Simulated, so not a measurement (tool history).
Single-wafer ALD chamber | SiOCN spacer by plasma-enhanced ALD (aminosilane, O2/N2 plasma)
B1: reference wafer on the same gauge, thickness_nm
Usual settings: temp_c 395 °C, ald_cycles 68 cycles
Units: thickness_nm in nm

{"run": 1, "day": 0.0, "temp_c": 395, "ald_cycles": 68, "B1": 3.626, "thickness_nm": 3.887}
{"run": 2, "day": 1.754, "temp_c": 395, "ald_cycles": 68, "B1": 3.63, "thickness_nm": 3.883}
{"run": 3, "day": 5.058, "temp_c": 395, "ald_cycles": 68, "B1": 3.628, "thickness_nm": 3.91}
{"run": 4, "day": 8.729, "temp_c": 403, "ald_cycles": 68, "B1": 3.635, "thickness_nm": 3.84}
{"run": 5, "day": 12.983, "temp_c": 395, "ald_cycles": 68, "B1": 3.634, "thickness_nm": 3.888}
{"run": 6, "day": 17.875, "temp_c": 395, "ald_cycles": 68, "B1": 3.637, "thickness_nm": 3.904}
{"run": 7, "day": 20.408, "temp_c": 395, "ald_cycles": 68, "B1": 3.639, "thickness_nm": 3.909}
{"run": 8, "day": 24.171, "temp_c": 395, "ald_cycles": 68, "B1": 3.642, "thickness_nm": 3.895}
{"run": 9, "day": 26.95, "temp_c": 404, "ald_cycles": 68, "B1": 3.645, "thickness_nm": 3.872}
{"run": 10, "day": 28.825, "temp_c": 395, "ald_cycles": 68, "B1": 3.648, "thickness_nm": 3.894}
{"run": 11, "day": 33.042, "temp_c": 395, "ald_cycles": 68, "B1": 3.65, "thickness_nm": 3.911}
{"run": 12, "day": 35.025, "temp_c": 395, "ald_cycles": 68, "B1": 3.656, "thickness_nm": 3.89}
{"day": 36.133, "done": "thermocouple changed; heater temperature recalibrated"}
{"run": 13, "day": 36.629, "temp_c": 395, "ald_cycles": 68, "B1": 3.656, "thickness_nm": 3.919}
{"run": 14, "day": 38.425, "temp_c": 395, "ald_cycles": 68, "B1": 3.656, "thickness_nm": 3.92}
{"run": 15, "day": 42.358, "temp_c": 381, "ald_cycles": 76, "B1": 3.663, "thickness_nm": 4.393}
{"run": 16, "day": 45.162, "temp_c": 381, "ald_cycles": 78, "B1": 3.665, "thickness_nm": 4.507}
{"day": 45.204, "done": "gauge calibrated"}
{"run": 17, "day": 47.208, "temp_c": 395, "ald_cycles": 76, "B1": 3.622, "thickness_nm": 4.34}
{"run": 18, "day": 49.833, "temp_c": 395, "ald_cycles": 68, "B1": 3.62, "thickness_nm": 3.886}
{"run": 19, "day": 52.462, "temp_c": 402, "ald_cycles": 76, "B1": 3.622, "thickness_nm": 4.324}
{"run": 20, "day": 54.675, "temp_c": 404, "ald_cycles": 58, "B1": 3.618, "thickness_nm": 3.288}
{"run": 21, "day": 56.833, "temp_c": 400, "ald_cycles": 60, "B1": 3.623, "thickness_nm": 3.422}
{"run": 22, "day": 66.654, "temp_c": 388, "ald_cycles": 68, "B1": 3.624, "thickness_nm": 3.883}
{"run": 23, "day": 69.146, "temp_c": 404, "ald_cycles": 73, "B1": 3.622, "thickness_nm": 4.129}
{"run": 24, "day": 73.333, "temp_c": 386, "ald_cycles": 68, "B1": 3.629, "thickness_nm": 3.884}
{"run": 25, "day": 77.071, "temp_c": 389, "ald_cycles": 68, "B1": 3.63, "thickness_nm": 3.892}
{"run": 26, "day": 79.196, "temp_c": 390, "ald_cycles": 68, "B1": 3.629, "thickness_nm": 3.884}
{"run": 27, "day": 80.892, "temp_c": 409, "ald_cycles": 68, "B1": 3.631, "thickness_nm": 3.788}

5 ways to go on from here, each from the tool as it stands after run 27. What would each give?
{"run": "A", "day": 80.912, "temp_c": 395, "ald_cycles": 68, "B1": "?", "thickness_nm": "?"}
{"run": "B", "day": 80.912, "temp_c": 381, "ald_cycles": 59, "B1": "?", "thickness_nm": "?"}
{"run": "C", "day": 80.912, "temp_c": 403, "ald_cycles": 63, "B1": "?", "thickness_nm": "?"}
{"run": "D", "day": 80.912, "temp_c": 408, "ald_cycles": 76, "B1": "?", "thickness_nm": "?"}
{"run": "E", "day": 80.912, "temp_c": 382, "ald_cycles": 68, "B1": "?", "thickness_nm": "?"}

run=A B1=3.631 thickness_nm=3.871
run=B B1=3.631 thickness_nm=3.358
run=C B1=3.631 thickness_nm=3.564
run=D B1=3.631 thickness_nm=4.242
run=E B1=3.631 thickness_nm=3.871
Without the tool's hidden state the same runs would have given:
run=A thickness_nm=3.859
run=B thickness_nm=3.348
run=C thickness_nm=3.554
run=D thickness_nm=4.23
run=E thickness_nm=3.859
